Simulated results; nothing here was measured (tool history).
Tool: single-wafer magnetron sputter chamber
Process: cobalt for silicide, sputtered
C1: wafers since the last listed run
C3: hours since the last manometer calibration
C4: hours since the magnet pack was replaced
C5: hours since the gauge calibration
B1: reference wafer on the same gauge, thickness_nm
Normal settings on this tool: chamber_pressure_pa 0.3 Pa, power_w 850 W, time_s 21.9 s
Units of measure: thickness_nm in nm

{"run": 1, "day": 0.0, "chamber_pressure_pa": 0.3, "power_w": 850, "time_s": 21.9, "C1": 0, "wafers on the sputter target": 4426, "C3": 1824.2, "C4": 12873.1, "C5": 1890.2, "B1": 8.647, "thickness_nm": 9.16}
{"run": 2, "day": 1.621, "chamber_pressure_pa": 0.3, "power_w": 850, "time_s": 21.9, "C1": 760, "wafers on the sputter target": 5186, "C3": 1863.1, "C4": 12912, "C5": 1929.1, "B1": 8.658, "thickness_nm": 9.243}
{"run": 3, "day": 4.392, "chamber_pressure_pa": 0.3, "power_w": 850, "time_s": 21.9, "C1": 1300, "wafers on the sputter target": 6487, "C3": 1929.6, "C4": 12978.5, "C5": 1995.6, "B1": 8.662, "thickness_nm": 9.18}
{"run": 4, "day": 6.333, "chamber_pressure_pa": 0.3, "power_w": 850, "time_s": 21.9, "C1": 911, "wafers on the sputter target": 7398, "C3": 1976.2, "C4": 13025.1, "C5": 2042.2, "B1": 8.678, "thickness_nm": 9.239}
{"run": 5, "day": 13.117, "chamber_pressure_pa": 0.3, "power_w": 850, "time_s": 21.9, "C1": 3183, "wafers on the sputter target": 10582, "C3": 2139, "C4": 13187.9, "C5": 2205, "B1": 8.703, "thickness_nm": 9.275}
{"day": 14.425, "done": "sputter target and shields replaced"}
{"run": 6, "day": 15.533, "chamber_pressure_pa": 0.3, "power_w": 850, "time_s": 21.9, "C1": 977, "wafers on the sputter target": 519, "C3": 2197, "C4": 13245.9, "C5": 2263, "B1": 8.698, "thickness_nm": 9.269}
{"day": 18.629, "done": "magnet pack replaced"}
{"run": 7, "day": 18.65, "chamber_pressure_pa": 0.3, "power_w": 850, "time_s": 19.2, "C1": 1306, "wafers on the sputter target": 1825, "C3": 2271.8, "C4": 0.5, "C5": 2337.8, "B1": 8.716, "thickness_nm": 8.181}
{"run": 8, "day": 21.179, "chamber_pressure_pa": 0.3, "power_w": 850, "time_s": 19.2, "C1": 1187, "wafers on the sputter target": 3012, "C3": 2332.5, "C4": 61.2, "C5": 2398.5, "B1": 8.715, "thickness_nm": 8.105}
{"run": 9, "day": 22.438, "chamber_pressure_pa": 0.3, "power_w": 850, "time_s": 19.2, "C1": 590, "wafers on the sputter target": 3603, "C3": 2362.7, "C4": 91.4, "C5": 2428.7, "B1": 8.718, "thickness_nm": 8.17}
{"run": 10, "day": 24.262, "chamber_pressure_pa": 0.268, "power_w": 850, "time_s": 21.9, "C1": 856, "wafers on the sputter target": 4459, "C3": 2406.5, "C4": 135.2, "C5": 2472.5, "B1": 8.733, "thickness_nm": 9.441}
{"run": 11, "day": 27.104, "chamber_pressure_pa": 0.3, "power_w": 850, "time_s": 21.9, "C1": 1333, "wafers on the sputter target": 5793, "C3": 2474.7, "C4": 203.4, "C5": 2540.7, "B1": 8.745, "thickness_nm": 9.303}
{"day": 27.838, "done": "gauge calibrated"}
{"day": 29.788, "done": "capacitance manometer re-zeroed and calibrated"}
{"run": 12, "day": 30.104, "chamber_pressure_pa": 0.3, "power_w": 850, "time_s": 21.9, "C1": 1251, "wafers on the sputter target": 7045, "C3": 7.6, "C4": 275.4, "C5": 54.4, "B1": 8.475, "thickness_nm": 9.019}
{"run": 13, "day": 37.317, "chamber_pressure_pa": 0.244, "power_w": 850, "time_s": 21.9, "C1": 3385, "wafers on the sputter target": 10430, "C3": 180.7, "C4": 448.5, "C5": 227.5, "B1": 8.496, "thickness_nm": 9.226}
{"day": 38.071, "done": "sputter target and shields replaced"}
{"run": 14, "day": 38.671, "chamber_pressure_pa": 0.333, "power_w": 650, "time_s": 17.5, "C1": 479, "wafers on the sputter target": 281, "C3": 213.2, "C4": 481, "C5": 260, "B1": 8.503, "thickness_nm": 5.449}
{"run": 15, "day": 40.308, "chamber_pressure_pa": 0.255, "power_w": 950, "time_s": 25.3, "C1": 768, "wafers on the sputter target": 1050, "C3": 252.5, "C4": 520.3, "C5": 299.3, "B1": 8.512, "thickness_nm": 11.938}
{"run": 16, "day": 43.083, "chamber_pressure_pa": 0.3, "power_w": 850, "time_s": 21.9, "C1": 1302, "wafers on the sputter target": 2352, "C3": 319.1, "C4": 586.9, "C5": 365.9, "B1": 8.517, "thickness_nm": 9.054}
{"run": 17, "day": 44.546, "chamber_pressure_pa": 0.3, "power_w": 850, "time_s": 21.9, "C1": 686, "wafers on the sputter target": 3038, "C3": 354.2, "C4": 622, "C5": 401, "B1": 8.525, "thickness_nm": 9.015}
{"run": 18, "day": 47.492, "chamber_pressure_pa": 0.3, "power_w": 850, "time_s": 18.7, "C1": 1382, "wafers on the sputter target": 4421, "C3": 424.9, "C4": 692.7, "C5": 471.7, "B1": 8.525, "thickness_nm": 7.781}
{"run": 19, "day": 48.642, "chamber_pressure_pa": 0.3, "power_w": 650, "time_s": 21.9, "C1": 539, "wafers on the sputter target": 4961, "C3": 452.5, "C4": 720.3, "C5": 499.3, "B1": 8.537, "thickness_nm": 6.927}
{"run": 20, "day": 50.996, "chamber_pressure_pa": 0.3, "power_w": 850, "time_s": 21.9, "C1": 1104, "wafers on the sputter target": 6066, "C3": 509, "C4": 776.8, "C5": 555.8, "B1": 8.546, "thickness_nm": 9.09}
{"run": 21, "day": 53.65, "chamber_pressure_pa": 0.232, "power_w": 850, "time_s": 19.7, "C1": 1245, "wafers on the sputter target": 7311, "C3": 572.7, "C4": 840.5, "C5": 619.5, "B1": 8.551, "thickness_nm": 8.465}
{"run": 22, "day": 55.354, "chamber_pressure_pa": 0.238, "power_w": 850, "time_s": 19.5, "C1": 799, "wafers on the sputter target": 8111, "C3": 613.6, "C4": 881.4, "C5": 660.4, "B1": 8.556, "thickness_nm": 8.303}
{"run": 23, "day": 57.362, "chamber_pressure_pa": 0.3, "power_w": 1050, "time_s": 20, "C1": 942, "wafers on the sputter target": 9054, "C3": 661.8, "C4": 929.6, "C5": 708.6, "B1": 8.568, "thickness_nm": 10.293}
{"run": 24, "day": 59.075, "chamber_pressure_pa": 0.205, "power_w": 700, "time_s": 17.9, "C1": 803, "wafers on the sputter target": 9858, "C3": 702.9, "C4": 970.7, "C5": 749.7, "B1": 8.572, "thickness_nm": 6.36}
{"run": 25, "day": 60.296, "chamber_pressure_pa": 0.3, "power_w": 650, "time_s": 25.5, "C1": 572, "wafers on the sputter target": 10431, "C3": 732.2, "C4": 1000, "C5": 779, "B1": 8.574, "thickness_nm": 8.111}
{"run": 26, "day": 62.246, "chamber_pressure_pa": 0.3, "power_w": 850, "time_s": 21.9, "C1": 915, "wafers on the sputter target": 11346, "C3": 779, "C4": 1046.8, "C5": 825.8, "B1": 8.578, "thickness_nm": 9.146}
{"day": 63.021, "done": "sputter target and shields replaced"}
{"run": 27, "day": 64.175, "chamber_pressure_pa": 0.3, "power_w": 850, "time_s": 21.9, "C1": 748, "wafers on the sputter target": 541, "C3": 825.3, "C4": 1093.1, "C5": 872.1, "B1": 8.589, "thickness_nm": 9.136}
{"run": 28, "day": 65.488, "chamber_pressure_pa": 0.251, "power_w": 850, "time_s": 19.1, "C1": 616, "wafers on the sputter target": 1157, "C3": 856.8, "C4": 1124.6, "C5": 903.6, "B1": 8.595, "thickness_nm": 8.217}
{"run": 29, "day": 67.471, "chamber_pressure_pa": 0.3, "power_w": 850, "time_s": 21.9, "C1": 930, "wafers on the sputter target": 2088, "C3": 904.4, "C4": 1172.2, "C5": 951.2, "B1": 8.603, "thickness_nm": 9.138}
{"run": 30, "day": 68.988, "chamber_pressure_pa": 0.3, "power_w": 1000, "time_s": 23.3, "C1": 711, "wafers on the sputter target": 2800, "C3": 940.8, "C4": 1208.6, "C5": 987.6, "B1": 8.608, "thickness_nm": 11.411}
{"run": 31, "day": 71.033, "chamber_pressure_pa": 0.24, "power_w": 850, "time_s": 25.1, "C1": 960, "wafers on the sputter target": 3760, "C3": 989.9, "C4": 1257.7, "C5": 1036.7, "B1": 8.607, "thickness_nm": 10.831}
{"run": 32, "day": 72.704, "chamber_pressure_pa": 0.333, "power_w": 850, "time_s": 21.9, "C1": 784, "wafers on the sputter target": 4544, "C3": 1030, "C4": 1297.8, "C5": 1076.8, "B1": 8.618, "thickness_nm": 9.091}
{"run": 33, "day": 75.262, "chamber_pressure_pa": 0.3, "power_w": 850, "time_s": 21.9, "C1": 1200, "wafers on the sputter target": 5745, "C3": 1091.4, "C4": 1359.2, "C5": 1138.2, "B1": 8.635, "thickness_nm": 9.099}
{"run": 34, "day": 77.971, "chamber_pressure_pa": 0.262, "power_w": 1000, "time_s": 18.7, "C1": 1271, "wafers on the sputter target": 7016, "C3": 1156.4, "C4": 1424.2, "C5": 1203.2, "B1": 8.637, "thickness_nm": 9.33}
{"run": 35, "day": 80.967, "chamber_pressure_pa": 0.207, "power_w": 750, "time_s": 21.9, "C1": 1406, "wafers on the sputter target": 8422, "C3": 1228.3, "C4": 1496.1, "C5": 1275.1, "B1": 8.649, "thickness_nm": 8.435}

The logged runs with the hidden state left out (each run's random variation unchanged):
What the log doesn't record here: deposition rate above that of a new target (%); true argon pressure above the setpoint (%); gauge reads high (%).
run=1 thickness_nm=8.958
run=2 thickness_nm=9.034
run=3 thickness_nm=8.963
run=4 thickness_nm=9.014
run=5 thickness_nm=9.025
run=6 thickness_nm=9.012
run=7 thickness_nm=7.944
run=8 thickness_nm=7.862
run=9 thickness_nm=7.922
run=10 thickness_nm=9.148
run=11 thickness_nm=9.004
run=12 thickness_nm=9.004
run=13 thickness_nm=9.184
run=14 thickness_nm=5.421
run=15 thickness_nm=11.87
run=16 thickness_nm=8.993
run=17 thickness_nm=8.949
run=18 thickness_nm=7.715
run=19 thickness_nm=6.865
run=20 thickness_nm=9.001
run=21 thickness_nm=8.373
run=22 thickness_nm=8.207
run=23 thickness_nm=10.166
run=24 thickness_nm=6.278
run=25 thickness_nm=8.002
run=26 thickness_nm=9.016
run=27 thickness_nm=8.999
run=28 thickness_nm=8.091
run=29 thickness_nm=8.991
run=30 thickness_nm=11.22
run=31 thickness_nm=10.641
run=32 thickness_nm=8.926
run=33 thickness_nm=8.925
run=34 thickness_nm=9.142
run=35 thickness_nm=8.255
